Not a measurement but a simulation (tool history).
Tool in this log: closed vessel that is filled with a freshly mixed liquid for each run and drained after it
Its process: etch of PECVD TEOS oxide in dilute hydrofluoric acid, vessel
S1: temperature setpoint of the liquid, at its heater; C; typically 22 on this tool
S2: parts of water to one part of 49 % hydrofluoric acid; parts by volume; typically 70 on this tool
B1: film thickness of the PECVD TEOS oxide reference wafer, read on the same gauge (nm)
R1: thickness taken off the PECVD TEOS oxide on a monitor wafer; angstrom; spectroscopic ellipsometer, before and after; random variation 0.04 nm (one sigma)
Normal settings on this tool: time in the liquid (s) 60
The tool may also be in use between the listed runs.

{"run": 1, "hour": 0.0, "S1": 22, "S2": 60, "time in the liquid (s)": 60, "B1": 140.03, "R1": 167.2}
{"run": 2, "hour": 6.1, "S1": 22, "S2": 70, "time in the liquid (s)": 60, "B1": 139.98, "R1": 142.5}
{"run": 3, "hour": 16.1, "S1": 22, "S2": 70, "time in the liquid (s)": 60, "B1": 139.97, "R1": 142.3}
{"run": 4, "hour": 29.8, "S1": 22, "S2": 70, "time in the liquid (s)": 60, "B1": 140, "R1": 141.8}
{"run": 5, "hour": 36.9, "S1": 22, "S2": 70, "time in the liquid (s)": 60, "B1": 140, "R1": 142.5}
{"hour": 63.0, "done": "gauge calibrated"}
{"run": 6, "hour": 88.5, "S1": 19.5, "S2": 70, "time in the liquid (s)": 85, "B1": 140.02, "R1": 181.9}
{"run": 7, "hour": 98.3, "S1": 22, "S2": 70, "time in the liquid (s)": 60, "B1": 139.97, "R1": 142.2}
{"hour": 100.3, "done": "hydrofluoric acid flow meter replaced"}
{"run": 8, "hour": 109.0, "S1": 22, "S2": 70, "time in the liquid (s)": 60, "B1": 139.98, "R1": 126.9}
{"run": 9, "hour": 125.5, "S1": 22, "S2": 70, "time in the liquid (s)": 60, "B1": 140.02, "R1": 126.9}
{"run": 10, "hour": 132.6, "S1": 22, "S2": 70, "time in the liquid (s)": 60, "B1": 139.98, "R1": 127}
{"run": 11, "hour": 148.0, "S1": 17.5, "S2": 95, "time in the liquid (s)": 35, "B1": 140, "R1": 44.1}
{"run": 12, "hour": 161.8, "S1": 22, "S2": 70, "time in the liquid (s)": 60, "B1": 140.02, "R1": 127.1}
{"run": 13, "hour": 188.2, "S1": 22, "S2": 85, "time in the liquid (s)": 60, "B1": 140.02, "R1": 103.2}
{"hour": 197.0, "done": "thermometer replaced"}
{"run": 14, "hour": 201.8, "S1": 22, "S2": 70, "time in the liquid (s)": 60, "B1": 140, "R1": 141.7}
{"run": 15, "hour": 215.9, "S1": 19.5, "S2": 70, "time in the liquid (s)": 40, "B1": 139.97, "R1": 85.2}
{"run": 16, "hour": 228.1, "S1": 22, "S2": 70, "time in the liquid (s)": 60, "B1": 139.96, "R1": 140.7}
{"hour": 231.0, "done": "gauge calibrated"}
{"run": 17, "hour": 237.7, "S1": 22, "S2": 70, "time in the liquid (s)": 40, "B1": 140.02, "R1": 94.1}
{"run": 18, "hour": 254.9, "S1": 20.5, "S2": 55, "time in the liquid (s)": 35, "B1": 140.03, "R1": 100.8}
{"run": 19, "hour": 270.9, "S1": 22, "S2": 40, "time in the liquid (s)": 80, "B1": 139.98, "R1": 344}
{"run": 20, "hour": 286.1, "S1": 22, "S2": 70, "time in the liquid (s)": 40, "B1": 139.98, "R1": 94.6}
{"run": 21, "hour": 294.6, "S1": 18.5, "S2": 70, "time in the liquid (s)": 60, "B1": 140, "R1": 122.6}

Forecast each of these 3 alternatives for the next run:
{"run": "A", "hour": 295.3, "S1": 25, "S2": 70, "time in the liquid (s)": 60, "B1": "?", "R1": "?"}
{"run": "B", "hour": 295.3, "S1": 27, "S2": 90, "time in the liquid (s)": 30, "B1": "?", "R1": "?"}
{"run": "C", "hour": 295.3, "S1": 17, "S2": 85, "time in the liquid (s)": 45, "B1": "?", "R1": "?"}

run=A B1=139.98 R1=160.8
run=B B1=139.98 R1=66
run=C B1=139.98 R1=70.1
With the hidden condition removed and each run's random variation left untouched, the same runs would have given:
run=A R1=160.1
run=B R1=65.6
run=C R1=69.8

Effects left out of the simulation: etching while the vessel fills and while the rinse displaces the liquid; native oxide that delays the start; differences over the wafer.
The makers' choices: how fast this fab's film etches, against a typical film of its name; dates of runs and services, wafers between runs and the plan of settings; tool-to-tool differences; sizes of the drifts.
